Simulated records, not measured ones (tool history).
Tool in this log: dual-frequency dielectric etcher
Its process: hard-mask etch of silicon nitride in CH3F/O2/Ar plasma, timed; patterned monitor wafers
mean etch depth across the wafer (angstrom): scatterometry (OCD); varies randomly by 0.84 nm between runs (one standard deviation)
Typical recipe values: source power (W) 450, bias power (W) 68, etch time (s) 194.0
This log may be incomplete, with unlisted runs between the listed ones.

run	hour	source power (W)	bias power (W)	etch time (s)	wafers since the last listed run	hours since the last wet clean	hours since the last source power generator calibration	hours since the last bias power generator calibration	hours since the last upper electrode change	hours since the gauge calibration	read-back reference wafer on the same gauge, depth_nm	mean etch depth across the wafer (angstrom)
1	0.0	480	55	194.0	0	203.9	4447.0	2740.3	4927.1	195.0	142.6	1388
2	20.0	480	55	194.0	110	223.9	4467.0	2760.3	4947.1	215.0	143.0	1381
3	42.1	450	68	194.0	122	246.0	4489.1	2782.4	4969.2	237.1	143.0	1375
4	64.1	450	68	194.0	121	268.0	4511.1	2804.4	4991.2	259.1	143.2	1387
5	99.4	450	68	194.0	195	303.3	4546.4	2839.7	5026.5	294.4	142.8	1394
6	206.1	450	68	194.0	589	410.0	4653.1	2946.4	5133.2	401.1	143.5	1371
7	229.8	450	68	194.0	131	433.7	4676.8	2970.1	5156.9	424.8	143.5	1360
8	287.9	450	68	194.0	321	491.8	4734.9	3028.2	5215.0	482.9	142.6	1353
# hour 297.0: source power generator calibrated
9	322.5	450	68	194.0	169	526.4	25.5	3062.8	5249.6	517.5	143.2	1337
10	348.6	520	68	152.5	144	552.5	51.6	3088.9	5275.7	543.6	142.9	1142
# hour 400.7: wet clean of the chamber
11	401.2	400	84	210.5	158	0.5	104.2	3141.5	5328.3	596.2	142.9	1544
# hour 427.9: upper electrode replaced
12	428.4	450	68	159.5	17	27.7	131.4	3168.7	0.5	623.4	143.3	1159
13	467.5	450	68	194.0	216	66.8	170.5	3207.8	39.6	662.5	143.1	1414
14	491.2	450	83	194.0	131	90.5	194.2	3231.5	63.3	686.2	143.0	1466
# hour 517.6: bias power generator calibrated
15	518.1	450	68	194.0	126	117.4	221.1	0.5	90.2	713.1	143.2	1393
# hour 534.6: gauge calibrated
16	551.5	530	59	194.0	184	150.8	254.5	33.9	123.6	16.9	143.2	1474
17	584.1	340	52	175.5	180	183.4	287.1	66.5	156.2	49.5	142.7	1043
18	611.4	380	59	221.5	150	210.7	314.4	93.8	183.5	76.8	142.8	1415
19	645.4	450	68	194.0	187	244.7	348.4	127.8	217.5	110.8	143.0	1384
20	665.2	360	62	149.0	109	264.5	368.2	147.6	237.3	130.6	142.7	926
21	695.0	490	85	248.0	164	294.3	398.0	177.4	267.1	160.4	143.2	1926

Below are 3 alternative next runs, each starting from the tool's condition after run 21. Predict each:
A	695.5	450	68	194.0	2	294.8	398.5	177.9	267.6	160.9	?	?
B	695.5	490	68	231.5	2	294.8	398.5	177.9	267.6	160.9	?	?
C	695.5	450	73	194.0	2	294.8	398.5	177.9	267.6	160.9	?	?

run	read-back reference wafer on the same gauge, depth_nm	mean etch depth across the wafer (angstrom)
A	143.0	1380
B	143.0	1715
C	143.0	1401
Stripped of hidden state, with their random variation kept, the same runs would have yielded:
run	mean etch depth across the wafer (angstrom)
A	1425
B	1771
C	1446

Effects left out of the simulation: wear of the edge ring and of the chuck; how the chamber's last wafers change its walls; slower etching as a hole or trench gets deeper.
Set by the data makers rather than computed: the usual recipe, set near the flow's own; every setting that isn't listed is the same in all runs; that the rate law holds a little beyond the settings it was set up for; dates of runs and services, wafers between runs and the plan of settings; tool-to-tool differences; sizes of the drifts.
